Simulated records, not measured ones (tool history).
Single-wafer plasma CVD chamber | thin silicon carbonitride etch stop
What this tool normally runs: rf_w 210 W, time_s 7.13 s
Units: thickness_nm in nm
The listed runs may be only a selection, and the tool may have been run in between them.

| run | hour | rf_w | time_s | read-back reference wafer on the same gauge, thickness_nm | thickness_nm |
|---|---|---|---|---|---|
| 1 | 0.0 | 235 | 6.37 | 3.169 | 3.542 |
| 2 | 29.5 | 220 | 7.13 | 3.170 | 3.887 |
| 3 | 83.5 | 200 | 7.13 | 3.169 | 3.766 |
| 4 | 132.4 | 200 | 7.13 | 3.171 | 3.771 |
| 5 | 190.4 | 200 | 7.13 | 3.171 | 3.749 |
| 6 | 262.0 | 210 | 7.13 | 3.170 | 3.828 |
| 7 | 300.5 | 210 | 7.13 | 3.170 | 3.819 |
| 8 | 341.7 | 210 | 7.13 | 3.170 | 3.837 |
| 9 | 535.1 | 240 | 7.13 | 3.170 | 3.976 |
|  | 581.4 | showerhead replaced, of another model than before |
| 10 | 595.1 | 240 | 7.13 | 3.168 | 3.956 |
| 11 | 629.7 | 240 | 7.13 | 3.172 | 3.948 |
| 12 | 674.0 | 210 | 7.75 | 3.169 | 4.178 |
| 13 | 743.1 | 210 | 7.75 | 3.168 | 4.156 |
| 14 | 775.4 | 180 | 7.52 | 3.170 | 3.944 |
| 15 | 845.9 | 235 | 5.88 | 3.171 | 3.234 |
| 16 | 895.2 | 200 | 7.13 | 3.170 | 3.819 |
|  | 897.9 | gauge calibrated |
|  | 955.7 | RF generator calibrated |
| 17 | 964.6 | 170 | 7.13 | 3.170 | 3.749 |
| 18 | 996.4 | 210 | 7.13 | 3.167 | 3.904 |

Predict the results of run 19:
|  | 1141.1 | thermocouple changed; heater temperature recalibrated |
| 19 | 1161.9 | 200 | 8.04 | ? | ? |

read-back reference wafer on the same gauge, thickness_nm: 3.172
thickness_nm: 4.343 nm
With the hidden condition absent and the run-to-run variation left alone, this run would have shown thickness_nm 4.354 nm.
